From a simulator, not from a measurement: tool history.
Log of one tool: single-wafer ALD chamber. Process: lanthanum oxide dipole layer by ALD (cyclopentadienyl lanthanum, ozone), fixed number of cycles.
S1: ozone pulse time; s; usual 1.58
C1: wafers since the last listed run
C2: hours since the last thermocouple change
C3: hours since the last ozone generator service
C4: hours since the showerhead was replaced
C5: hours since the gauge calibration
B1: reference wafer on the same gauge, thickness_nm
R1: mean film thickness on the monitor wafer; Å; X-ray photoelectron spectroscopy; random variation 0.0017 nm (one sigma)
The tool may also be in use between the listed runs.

run 1 hour=0 | S1=1.39 | C1=0 C2=966.8 C3=1210.1 C4=7548.7 C5=239.8 | B1=0.433 | R1=4.98
run 2 hour=31.3 | S1=1.39 | C1=629 C2=998.1 C3=1241.4 C4=7580 C5=271.1 | B1=0.433 | R1=4.94
run 3 hour=76.9 | S1=1.39 | C1=916 C2=1043.7 C3=1287 C4=7625.6 C5=316.7 | B1=0.433 | R1=4.98
run 4 hour=134.9 | S1=1.29 | C1=1165 C2=1101.7 C3=1345 C4=7683.6 C5=374.7 | B1=0.433 | R1=4.86
run 5 hour=175.1 | S1=1.29 | C1=807 C2=1141.9 C3=1385.2 C4=7723.8 C5=414.9 | B1=0.433 | R1=4.88
run 6 hour=241.6 | S1=1.58 | C1=1336 C2=1208.4 C3=1451.7 C4=7790.3 C5=481.4 | B1=0.433 | R1=5.05
-- hour=261 gauge calibrated
run 7 hour=303.4 | S1=1.58 | C1=1242 C2=1270.2 C3=1513.5 C4=7852.1 C5=42.4 | B1=0.433 | R1=5.08
run 8 hour=362.6 | S1=1.39 | C1=1189 C2=1329.4 C3=1572.7 C4=7911.3 C5=101.6 | B1=0.433 | R1=4.97
run 9 hour=394.1 | S1=1.12 | C1=633 C2=1360.9 C3=1604.2 C4=7942.8 C5=133.1 | B1=0.433 | R1=4.73
-- hour=411 thermocouple changed; heater temperature recalibrated
-- hour=452.7 ozone generator serviced
run 10 hour=453.2 | S1=1.89 | C1=866 C2=42.2 C3=0.5 C4=8001.9 C5=192.2 | B1=0.433 | R1=5.4
-- hour=470.4 showerhead replaced
run 11 hour=514.9 | S1=1.18 | C1=1079 C2=103.9 C3=62.2 C4=44.5 C5=253.9 | B1=0.433 | R1=5.05
run 12 hour=564 | S1=1.58 | C1=986 C2=153 C3=111.3 C4=93.6 C5=303 | B1=0.433 | R1=5.28
run 13 hour=611.8 | S1=2.19 | C1=960 C2=200.8 C3=159.1 C4=141.4 C5=350.8 | B1=0.433 | R1=5.44
run 14 hour=650.4 | S1=1.34 | C1=775 C2=239.4 C3=197.7 C4=180 C5=389.4 | B1=0.433 | R1=5.09
run 15 hour=706.5 | S1=1.3 | C1=1127 C2=295.5 C3=253.8 C4=236.1 C5=445.5 | B1=0.433 | R1=5.09

5 ways to go on from here, each from the tool as it stands after run 15. What would each give?
run A hour=706.9 | S1=1.58 | C1=8 C2=295.9 C3=254.2 C4=236.5 C5=445.9 | B1=? | R1=?
run B hour=706.9 | S1=0.97 | C1=8 C2=295.9 C3=254.2 C4=236.5 C5=445.9 | B1=? | R1=?
run C hour=706.9 | S1=1.26 | C1=8 C2=295.9 C3=254.2 C4=236.5 C5=445.9 | B1=? | R1=?
run D hour=706.9 | S1=1.38 | C1=8 C2=295.9 C3=254.2 C4=236.5 C5=445.9 | B1=? | R1=?
run E hour=706.9 | S1=1.81 | C1=8 C2=295.9 C3=254.2 C4=236.5 C5=445.9 | B1=? | R1=?

run=A B1=0.433 R1=5.22
run=B B1=0.433 R1=4.81
run=C B1=0.433 R1=5.05
run=D B1=0.433 R1=5.12
run=E B1=0.433 R1=5.31
Without the tool's hidden state the same runs would have given:
run=A R1=5.32
run=B R1=4.97
run=C R1=5.18
run=D R1=5.24
run=E R1=5.39
